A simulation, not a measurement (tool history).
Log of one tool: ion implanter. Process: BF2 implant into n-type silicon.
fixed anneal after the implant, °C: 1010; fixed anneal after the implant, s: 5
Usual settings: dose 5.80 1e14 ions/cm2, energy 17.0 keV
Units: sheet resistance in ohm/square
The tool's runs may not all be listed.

run,day,dose,energy,wafers since the last listed run,hours since the last dose calibration,hours since the extraction supply was calibrated,hours since the gauge calibration,"read-back reference wafer on the same gauge, sheet resistance",sheet resistance
1,0.000,5.80,14.0,0,2451.9,5782.4,86.5,301.98,299.24
2,0.412,5.80,14.0,276,2461.8,5792.3,96.4,301.96,299.37
3,0.950,5.80,14.0,359,2474.7,5805.2,109.3,301.92,299.91
4,1.654,4.80,17.0,471,2491.6,5822.1,126.2,301.89,301.81
5,2.079,6.79,17.0,284,2501.8,5832.3,136.4,301.96,261.21
6,2.362,6.79,17.0,189,2508.6,5839.1,143.2,302.13,261.72
7,3.075,5.80,17.0,477,2525.7,5856.2,160.3,301.82,276.04
8,3.650,5.80,17.0,385,2539.5,5870.0,174.1,302.05,276.27
9,4.175,5.80,17.0,351,2552.1,5882.6,186.7,302.11,276.38
10,4.442,5.80,17.0,178,2558.5,5889.0,193.1,302.02,276.18
11,5.092,5.80,17.0,435,2574.1,5904.6,208.7,302.00,276.66
12,5.746,5.80,20.5,438,2589.8,5920.3,224.4,301.80,256.57
13,6.079,5.80,20.5,223,2597.8,5928.3,232.4,302.09,257.11
14,6.821,5.80,17.0,496,2615.6,5946.1,250.2,301.99,275.80
15,7.421,5.17,21.5,401,2630.0,5960.5,264.6,302.14,268.67
16,7.967,6.39,11.0,365,2643.1,5973.6,277.7,301.97,323.41
17,8.262,5.30,21.0,198,2650.2,5980.7,284.8,302.08,266.61
18,8.904,6.61,15.5,429,2665.6,5996.1,300.2,301.83,274.27
# day 9.600: Faraday cup replaced and dose calibrated
19,9.612,5.80,17.0,251,0.3,6013.1,317.2,302.01,276.14
20,10.346,6.66,21.5,491,17.9,6030.7,334.8,301.96,236.96
21,10.912,7.09,23.0,379,31.5,6044.3,348.4,302.07,224.35
22,11.433,5.80,17.0,348,44.0,6056.8,360.9,302.03,275.22
23,12.008,5.80,13.5,385,57.8,6070.6,374.7,301.83,304.89
# day 12.517: extraction supply calibrated
24,12.538,6.97,18.5,131,70.5,0.5,387.4,302.01,248.94
25,12.550,5.80,17.0,8,70.8,0.8,387.7,302.23,275.86
# day 12.588: gauge calibrated
26,13.125,5.80,17.0,385,84.6,14.6,12.9,302.15,276.67
27,13.671,6.62,21.5,365,97.7,27.7,26.0,302.03,237.56
28,14.288,4.52,11.5,412,112.5,42.5,40.8,302.06,356.19
29,14.946,5.80,17.0,440,128.3,58.3,56.6,301.81,276.37
30,16.542,7.50,21.5,1068,166.6,96.6,94.9,301.96,226.68
31,16.950,5.80,17.0,273,176.4,106.4,104.7,302.13,276.70

What the log doesn't show, run by run:
deviation of the true dose from the Faraday cup's reading, %: 0 in every run
deviation of the true energy from its setpoint, %: 0 in every run
gauge reads high (%): 0 in every run
